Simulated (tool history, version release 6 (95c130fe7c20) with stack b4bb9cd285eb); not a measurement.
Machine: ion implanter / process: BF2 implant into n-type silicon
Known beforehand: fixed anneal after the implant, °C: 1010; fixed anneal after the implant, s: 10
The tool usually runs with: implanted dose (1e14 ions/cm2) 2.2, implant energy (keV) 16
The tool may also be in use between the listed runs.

run   hour  implanted dose (1e14 ions/cm2)  implant energy (keV)  read-back reference wafer on the same gauge, sheet resistance  sheet resistance of the implanted and annealed layer (ohm/square)
  1      0                            2.63                    16                                                         574.88                                                             497.21
  2   14.7                            2.63                    16                                                         575.09                                                             498.48
  3   26.1                            2.52                    16                                                         574.57                                                             516.87
  4   37.7                            2.52                    16                                                         574.72                                                             515.74
  5   55.3                             2.2                    16                                                         575.06                                                             579.05
  6   64.6                             2.2                    16                                                         575.08                                                             577.86
      79.8  -- extraction supply calibrated
      83.7  -- Faraday cup replaced and dose calibrated
  7   84.2                            1.97                    16                                                         575.09                                                             635.76
  8   89.5                            1.97                    16                                                         574.73                                                             639.07
  9    101                             2.2                    16                                                         574.71                                                             580.22
     105.5  -- gauge calibrated
 10  116.2                            1.99                    16                                                         574.82                                                             629.53
 11  130.4                            2.01                    11                                                         574.56                                                             660.69
 12  148.3                            1.97                    16                                                         575.18                                                              635.3
 13  166.1                            1.69                    21                                                          575.1                                                             704.55
 14  178.5                            1.85                  21.5                                                          574.9                                                             652.39
 15  184.7                             2.2                    16                                                         574.88                                                             579.56
 16  192.3                            1.79                    16                                                         574.89                                                             688.83
 17  200.8                            2.46                    20                                                         575.02                                                             511.27
 18  216.1                             2.2                    16                                                          575.1                                                             578.52
 19  223.2                            2.69                    11                                                         575.17                                                             524.02
 20  238.3                            2.55                  19.5                                                          575.2                                                             499.69
 21  245.6                            1.97                    12                                                         575.22                                                             661.52

Give the tool's hidden conditions for every run:
deviation of the true dose from the Faraday cup's reading, %: 0 across all the runs
deviation of the true energy from its setpoint, %: 0 across all the runs
gauge reads high (%): 0 across all the runs
